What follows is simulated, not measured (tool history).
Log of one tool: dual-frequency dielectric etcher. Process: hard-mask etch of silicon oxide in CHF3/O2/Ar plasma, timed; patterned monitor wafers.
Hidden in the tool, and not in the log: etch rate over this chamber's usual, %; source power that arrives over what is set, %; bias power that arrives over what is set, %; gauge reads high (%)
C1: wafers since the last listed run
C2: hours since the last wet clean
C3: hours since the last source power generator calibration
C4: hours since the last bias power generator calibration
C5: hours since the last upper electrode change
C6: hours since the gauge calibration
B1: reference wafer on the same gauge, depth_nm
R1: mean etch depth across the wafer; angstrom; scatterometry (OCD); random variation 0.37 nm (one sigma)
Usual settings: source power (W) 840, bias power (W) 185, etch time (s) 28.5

{"run": 1, "day": 0.0, "source power (W)": 840, "bias power (W)": 185, "etch time (s)": 28.5, "C1": 0, "C2": 188.5, "C3": 2781.7, "C4": 479.7, "C5": 4184.6, "C6": 3195.4, "B1": 76.3, "R1": 681}
{"day": 1.104, "done": "gauge calibrated"}
{"run": 2, "day": 2.438, "source power (W)": 840, "bias power (W)": 185, "etch time (s)": 28.5, "C1": 724, "C2": 247.0, "C3": 2840.2, "C4": 538.2, "C5": 4243.1, "C6": 32.0, "B1": 76.2, "R1": 695}
{"day": 5.083, "done": "upper electrode replaced"}
{"run": 3, "day": 5.208, "source power (W)": 840, "bias power (W)": 185, "etch time (s)": 28.5, "C1": 526, "C2": 313.5, "C3": 2906.7, "C4": 604.7, "C5": 3.0, "C6": 98.5, "B1": 76.3, "R1": 688}
{"run": 4, "day": 6.467, "source power (W)": 840, "bias power (W)": 185, "etch time (s)": 28.5, "C1": 374, "C2": 343.7, "C3": 2936.9, "C4": 634.9, "C5": 33.2, "C6": 128.7, "B1": 76.4, "R1": 698}
{"run": 5, "day": 7.933, "source power (W)": 840, "bias power (W)": 185, "etch time (s)": 28.5, "C1": 435, "C2": 378.9, "C3": 2972.1, "C4": 670.1, "C5": 68.4, "C6": 163.9, "B1": 76.2, "R1": 695}
{"run": 6, "day": 10.538, "source power (W)": 840, "bias power (W)": 185, "etch time (s)": 28.5, "C1": 774, "C2": 441.4, "C3": 3034.6, "C4": 732.6, "C5": 130.9, "C6": 226.4, "B1": 76.4, "R1": 701}
{"day": 15.696, "done": "wet clean of the chamber"}
{"day": 18.562, "done": "source power generator calibrated"}
{"run": 7, "day": 18.771, "source power (W)": 840, "bias power (W)": 185, "etch time (s)": 28.5, "C1": 2100, "C2": 73.8, "C3": 5.0, "C4": 930.2, "C5": 328.5, "C6": 424.0, "B1": 76.3, "R1": 675}
{"run": 8, "day": 21.612, "source power (W)": 840, "bias power (W)": 185, "etch time (s)": 28.5, "C1": 844, "C2": 142.0, "C3": 73.2, "C4": 998.4, "C5": 396.7, "C6": 492.2, "B1": 76.4, "R1": 683}
{"run": 9, "day": 22.888, "source power (W)": 640, "bias power (W)": 149, "etch time (s)": 33.5, "C1": 378, "C2": 172.6, "C3": 103.8, "C4": 1029.0, "C5": 427.3, "C6": 522.8, "B1": 76.4, "R1": 682}
{"run": 10, "day": 29.879, "source power (W)": 840, "bias power (W)": 185, "etch time (s)": 28.5, "C1": 2078, "C2": 340.4, "C3": 271.6, "C4": 1196.8, "C5": 595.1, "C6": 690.6, "B1": 76.2, "R1": 692}
{"run": 11, "day": 32.862, "source power (W)": 970, "bias power (W)": 231, "etch time (s)": 31.5, "C1": 886, "C2": 412.0, "C3": 343.2, "C4": 1268.4, "C5": 666.7, "C6": 762.2, "B1": 76.3, "R1": 882}
{"run": 12, "day": 34.817, "source power (W)": 780, "bias power (W)": 185, "etch time (s)": 24.0, "C1": 580, "C2": 458.9, "C3": 390.1, "C4": 1315.3, "C5": 713.6, "C6": 809.1, "B1": 76.3, "R1": 581}
{"run": 13, "day": 35.875, "source power (W)": 970, "bias power (W)": 154, "etch time (s)": 28.5, "C1": 314, "C2": 484.3, "C3": 415.5, "C4": 1340.7, "C5": 739.0, "C6": 834.5, "B1": 76.4, "R1": 668}
{"day": 37.783, "done": "wet clean of the chamber"}
{"run": 14, "day": 37.804, "source power (W)": 660, "bias power (W)": 185, "etch time (s)": 35.0, "C1": 276, "C2": 0.5, "C3": 461.8, "C4": 1387.0, "C5": 785.3, "C6": 880.8, "B1": 76.4, "R1": 784}
{"run": 15, "day": 39.496, "source power (W)": 840, "bias power (W)": 185, "etch time (s)": 36.0, "C1": 502, "C2": 41.1, "C3": 502.4, "C4": 1427.6, "C5": 825.9, "C6": 921.4, "B1": 76.3, "R1": 864}
{"run": 16, "day": 40.988, "source power (W)": 750, "bias power (W)": 145, "etch time (s)": 28.5, "C1": 443, "C2": 76.9, "C3": 538.2, "C4": 1463.4, "C5": 861.7, "C6": 957.2, "B1": 76.3, "R1": 590}
{"run": 17, "day": 42.367, "source power (W)": 970, "bias power (W)": 185, "etch time (s)": 23.5, "C1": 409, "C2": 110.0, "C3": 571.3, "C4": 1496.5, "C5": 894.8, "C6": 990.3, "B1": 76.4, "R1": 581}
{"run": 18, "day": 46.942, "source power (W)": 720, "bias power (W)": 209, "etch time (s)": 28.5, "C1": 1359, "C2": 219.8, "C3": 681.1, "C4": 1606.3, "C5": 1004.6, "C6": 1100.1, "B1": 76.4, "R1": 699}
{"run": 19, "day": 48.562, "source power (W)": 920, "bias power (W)": 151, "etch time (s)": 22.0, "C1": 481, "C2": 258.7, "C3": 720.0, "C4": 1645.2, "C5": 1043.5, "C6": 1139.0, "B1": 76.4, "R1": 498}
{"run": 20, "day": 49.85, "source power (W)": 840, "bias power (W)": 228, "etch time (s)": 31.0, "C1": 382, "C2": 289.6, "C3": 750.9, "C4": 1676.1, "C5": 1074.4, "C6": 1169.9, "B1": 76.3, "R1": 827}
{"run": 21, "day": 50.933, "source power (W)": 840, "bias power (W)": 185, "etch time (s)": 28.5, "C1": 321, "C2": 315.6, "C3": 776.9, "C4": 1702.1, "C5": 1100.4, "C6": 1195.9, "B1": 76.3, "R1": 691}
{"day": 54.75, "done": "bias power generator calibrated"}
{"run": 22, "day": 57.708, "source power (W)": 900, "bias power (W)": 185, "etch time (s)": 36.0, "C1": 1964, "C2": 478.2, "C3": 939.5, "C4": 71.0, "C5": 1263.0, "C6": 1358.5, "B1": 76.4, "R1": 893}
{"run": 23, "day": 59.325, "source power (W)": 840, "bias power (W)": 185, "etch time (s)": 22.0, "C1": 480, "C2": 517.0, "C3": 978.3, "C4": 109.8, "C5": 1301.8, "C6": 1397.3, "B1": 76.3, "R1": 539}
{"run": 24, "day": 61.575, "source power (W)": 840, "bias power (W)": 185, "etch time (s)": 28.5, "C1": 668, "C2": 571.0, "C3": 1032.3, "C4": 163.8, "C5": 1355.8, "C6": 1451.3, "B1": 76.2, "R1": 708}
{"run": 25, "day": 63.033, "source power (W)": 1020, "bias power (W)": 185, "etch time (s)": 21.5, "C1": 433, "C2": 606.0, "C3": 1067.3, "C4": 198.8, "C5": 1390.8, "C6": 1486.3, "B1": 76.3, "R1": 562}
{"day": 64.583, "done": "wet clean of the chamber"}
{"run": 26, "day": 65.246, "source power (W)": 840, "bias power (W)": 185, "etch time (s)": 28.5, "C1": 360, "C2": 15.9, "C3": 1120.4, "C4": 251.9, "C5": 1443.9, "C6": 1539.4, "B1": 76.3, "R1": 677}
{"run": 27, "day": 71.121, "source power (W)": 980, "bias power (W)": 185, "etch time (s)": 22.0, "C1": 1746, "C2": 156.9, "C3": 1261.4, "C4": 392.9, "C5": 1584.9, "C6": 1680.4, "B1": 76.3, "R1": 557}
{"run": 28, "day": 72.992, "source power (W)": 840, "bias power (W)": 160, "etch time (s)": 28.5, "C1": 556, "C2": 201.8, "C3": 1306.3, "C4": 437.8, "C5": 1629.8, "C6": 1725.3, "B1": 76.4, "R1": 649}
{"run": 29, "day": 75.708, "source power (W)": 900, "bias power (W)": 142, "etch time (s)": 32.5, "C1": 807, "C2": 267.0, "C3": 1371.5, "C4": 503.0, "C5": 1695.0, "C6": 1790.5, "B1": 76.3, "R1": 713}
{"run": 30, "day": 76.912, "source power (W)": 840, "bias power (W)": 185, "etch time (s)": 24.0, "C1": 357, "C2": 295.9, "C3": 1400.4, "C4": 531.9, "C5": 1723.9, "C6": 1819.4, "B1": 76.3, "R1": 589}
{"run": 31, "day": 79.312, "source power (W)": 840, "bias power (W)": 185, "etch time (s)": 28.5, "C1": 713, "C2": 353.5, "C3": 1458.0, "C4": 589.5, "C5": 1781.5, "C6": 1877.0, "B1": 76.1, "R1": 700}

Some steps in R1 between neighbouring runs. How much of each would the tool show without its hidden state too (settings, what came in, random variation), and how much is left for the hidden state, with any gauge scatter that isn't in both results?
Run 6 -> 7: wet clean of the chamber, source power generator calibrated. R1 -26 angstrom: hidden state -18, all else -8.
Run 11 -> 12: source power (W) 970 -> 780, bias power (W) 231 -> 185, etch time (s) 31.5 -> 24.0. R1 -301 angstrom: hidden state -6, all else -295.
Run 13 -> 14: source power (W) 970 -> 660, bias power (W) 154 -> 185, etch time (s) 28.5 -> 35.0, wet clean of the chamber. R1 +116 angstrom: hidden state -25, all else +141.
Run 19 -> 20: source power (W) 920 -> 840, bias power (W) 151 -> 228, etch time (s) 22.0 -> 31.0. R1 +329 angstrom: hidden state +7, all else +322.
Run 22 -> 23: source power (W) 900 -> 840, etch time (s) 36.0 -> 22.0. R1 -354 angstrom: hidden state -11, all else -343.
Run 25 -> 26: source power (W) 1020 -> 840, etch time (s) 21.5 -> 28.5, wet clean of the chamber. R1 +115 angstrom: hidden state -16, all else +131.

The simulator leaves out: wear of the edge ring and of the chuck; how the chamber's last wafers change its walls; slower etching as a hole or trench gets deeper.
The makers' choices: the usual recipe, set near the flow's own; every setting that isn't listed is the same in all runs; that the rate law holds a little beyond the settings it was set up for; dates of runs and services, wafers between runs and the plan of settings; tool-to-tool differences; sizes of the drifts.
